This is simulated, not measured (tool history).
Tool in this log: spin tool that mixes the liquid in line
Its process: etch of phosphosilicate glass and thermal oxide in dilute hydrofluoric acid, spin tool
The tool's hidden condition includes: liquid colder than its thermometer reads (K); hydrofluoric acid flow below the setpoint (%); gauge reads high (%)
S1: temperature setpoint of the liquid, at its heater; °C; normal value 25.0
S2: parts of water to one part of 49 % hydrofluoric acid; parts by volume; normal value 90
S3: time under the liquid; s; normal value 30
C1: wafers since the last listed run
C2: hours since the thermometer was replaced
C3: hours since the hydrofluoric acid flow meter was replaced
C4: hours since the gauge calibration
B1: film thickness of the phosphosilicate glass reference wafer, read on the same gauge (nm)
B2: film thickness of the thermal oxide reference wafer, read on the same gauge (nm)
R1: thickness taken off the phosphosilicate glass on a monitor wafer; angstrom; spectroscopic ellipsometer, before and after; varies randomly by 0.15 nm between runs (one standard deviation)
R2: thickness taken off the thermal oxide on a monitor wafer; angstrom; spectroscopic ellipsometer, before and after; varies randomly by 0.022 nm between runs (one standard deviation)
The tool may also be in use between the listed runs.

run    hour    S1   S2  S3    C1      C2      C3      C4      B1      B2     R1     R2
  1     0.0  25.0   90  30     0  1472.5  1776.6  3936.3  150.00  49.987  262.2  15.24
       50.7  -- gauge calibrated
  2   107.0  25.0   90  30   929  1579.5  1883.6    56.3  149.99  50.009  259.7  14.70
  3   186.9  25.0   90  30   694  1659.4  1963.5   136.2  149.97  49.995  263.1  15.02
  4   282.1  25.0   90  30   827  1754.6  2058.7   231.4  150.02  50.023  257.7  15.11
  5   384.4  25.0   90  30   888  1856.9  2161.0   333.7  149.99  50.022  262.0  15.26
      447.6  -- thermometer replaced
  6   481.1  21.0  100  50   831    33.5  2257.7   430.4  149.99  49.992  341.5  19.22
      544.5  -- hydrofluoric acid flow meter replaced
  7   574.8  25.0   90  25   805   127.2    30.3   524.1  150.04  49.974  230.9  13.09
  8   650.4  25.0   70  15   656   202.8   105.9   599.7  149.97  50.004  179.2  10.38
  9   726.5  25.0   90  30   661   278.9   182.0   675.8  150.03  49.958  274.4  15.86
 10   934.5  25.0   65  30  1807   486.9   390.0   883.8  149.97  50.002  388.8  22.08
 11   976.1  23.5  130  30   361   528.5   431.6   925.4  149.98  49.965  169.2   9.81
 12  1036.9  28.5   50  50   528   589.3   492.4   986.2  150.04  50.008  986.4  56.05
 13  1139.5  25.0   90  30   891   691.9   595.0  1088.8  149.97  50.000  270.9  15.61
 14  1196.3  25.0   90  30   493   748.7   651.8  1145.6  149.99  50.008  270.6  15.70
 15  1421.6  25.0   90  30  1957   974.0   877.1  1370.9  150.03  50.011  267.7  15.16
 16  1470.9  27.5   90  30   428  1023.3   926.4  1420.2  149.99  50.003  296.2  16.80
 17  1781.1  20.5   90  30  2695  1333.5  1236.6  1730.4  150.04  49.973  222.7  12.85
 18  1825.2  29.0   55  50   383  1377.6  1280.7  1774.5  150.01  50.008  885.2  49.43
 19  1902.8  25.0  125  20   674  1455.2  1358.3  1852.1  149.97  49.998  121.9   6.98
 20  1960.9  22.0  125  20   504  1513.3  1416.4  1910.2  150.03  49.964  107.9   6.08
 21  2017.4  23.0   90  30   490  1569.8  1472.9  1966.7  150.00  49.983  241.0  14.01
 22  2072.8  20.5  125  15   481  1625.2  1528.3  2022.1  150.02  49.995   76.2   4.31
 23  2119.4  21.5   55  20   404  1671.8  1574.9  2068.7  150.00  49.984  259.5  14.59
 24  2190.7  25.0   90  30   619  1743.1  1646.2  2140.0  150.01  50.012  262.8  15.07
 25  2249.9  20.5   90  30   514  1802.3  1705.4  2199.2  149.99  49.987  217.6  12.37
 26  2317.1  25.0   90  30   583  1869.5  1772.6  2266.4  150.02  50.020  257.1  14.64

The tool's hidden state at each run:
gauge reads high (%): 0 across all the runs
H1: liquid colder than its thermometer reads (K)
H2: hydrofluoric acid flow below the setpoint (%)
run      H1     H2
  1   0.816    1.9
  2   0.875   2.01
  3   0.919   2.09
  4   0.972   2.19
  5    1.03   2.29
  6  0.0668   2.39
  7   0.118  0.138
  8    0.16  0.216
  9   0.202  0.294
 10   0.316  0.508
 11   0.339  0.551
 12   0.373  0.614
 13   0.429  0.719
 14    0.46  0.778
 15   0.584   1.01
 16   0.611   1.06
 17   0.782   1.38
 18   0.806   1.43
 19   0.849   1.51
 20   0.881   1.57
 21   0.912   1.62
 22   0.943   1.68
 23   0.968   1.73
 24    1.01    1.8
 25    1.04   1.86
 26    1.08   1.93
